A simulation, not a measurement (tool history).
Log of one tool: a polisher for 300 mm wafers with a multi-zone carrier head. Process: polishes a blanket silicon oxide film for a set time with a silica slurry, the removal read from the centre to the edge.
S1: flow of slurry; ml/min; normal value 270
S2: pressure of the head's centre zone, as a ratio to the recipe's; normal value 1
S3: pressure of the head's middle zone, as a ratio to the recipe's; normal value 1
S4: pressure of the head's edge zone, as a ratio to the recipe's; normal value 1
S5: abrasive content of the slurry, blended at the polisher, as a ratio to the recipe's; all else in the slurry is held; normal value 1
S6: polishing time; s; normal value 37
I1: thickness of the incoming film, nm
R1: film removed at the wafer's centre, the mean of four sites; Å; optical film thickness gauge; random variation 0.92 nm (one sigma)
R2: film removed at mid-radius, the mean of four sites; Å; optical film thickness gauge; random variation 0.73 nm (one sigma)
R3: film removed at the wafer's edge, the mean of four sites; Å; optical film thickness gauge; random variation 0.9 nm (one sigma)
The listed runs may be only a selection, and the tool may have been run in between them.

run 1 hour=0 | S1=270 S2=1 S3=1 S4=1 S5=1 S6=37 | I1=1758.4 | R1=961 R2=924 R3=919
run 2 hour=70.4 | S1=270 S2=1 S3=1 S4=1 S5=1 S6=37 | I1=1762.6 | R1=967 R2=922 R3=920
-- hour=124.4 edge zone pressure recalibrated
run 3 hour=124.9 | S1=270 S2=1 S3=1 S4=1 S5=1 S6=37 | I1=1756.7 | R1=972 R2=930 R3=911
-- hour=153.4 worn pad replaced by a new one
run 4 hour=165.3 | S1=270 S2=1 S3=1 S4=1 S5=1 S6=37 | I1=1780 | R1=983 R2=941 R3=941
run 5 hour=215.8 | S1=270 S2=1 S3=1 S4=1 S5=1 S6=37 | I1=1757.3 | R1=978 R2=920 R3=931
-- hour=245.9 slurry nozzle cleaned
run 6 hour=259.5 | S1=270 S2=1 S3=1 S4=1 S5=1 S6=37 | I1=1765.1 | R1=979 R2=916 R3=934
-- hour=302.2 worn pad replaced by a new one
run 7 hour=302.7 | S1=270 S2=1 S3=1 S4=1 S5=1 S6=46 | I1=1775.6 | R1=1211 R2=1150 R3=1143
run 8 hour=332.3 | S1=270 S2=1 S3=1 S4=1 S5=1 S6=46 | I1=1734.5 | R1=1247 R2=1165 R3=1148
run 9 hour=357.1 | S1=270 S2=0.91 S3=1 S4=1 S5=0.9 S6=37 | I1=1728.8 | R1=841 R2=871 R3=871
run 10 hour=425.2 | S1=270 S2=1 S3=1 S4=1 S5=1 S6=37 | I1=1740.4 | R1=1002 R2=938 R3=937
-- hour=443.2 centre zone pressure recalibrated
run 11 hour=467.4 | S1=270 S2=1 S3=1 S4=0.93 S5=1.1 S6=37 | I1=1733.5 | R1=961 R2=990 R3=941

Run 12 is up next; what results do you expect?
-- hour=474.6 worn pad replaced by a new one
run 12 hour=493.9 | S1=270 S2=1 S3=1 S4=1 S5=1 S6=37 | I1=1725.9 | R1=? R2=? R3=?

R1: 908 Å
R2: 937 Å
R3: 911 Å
Take away the tool's hidden state, keep the run-to-run variation as it was, and the same run would have given R1 917 Å, R2 937 Å, R3 911 Å.
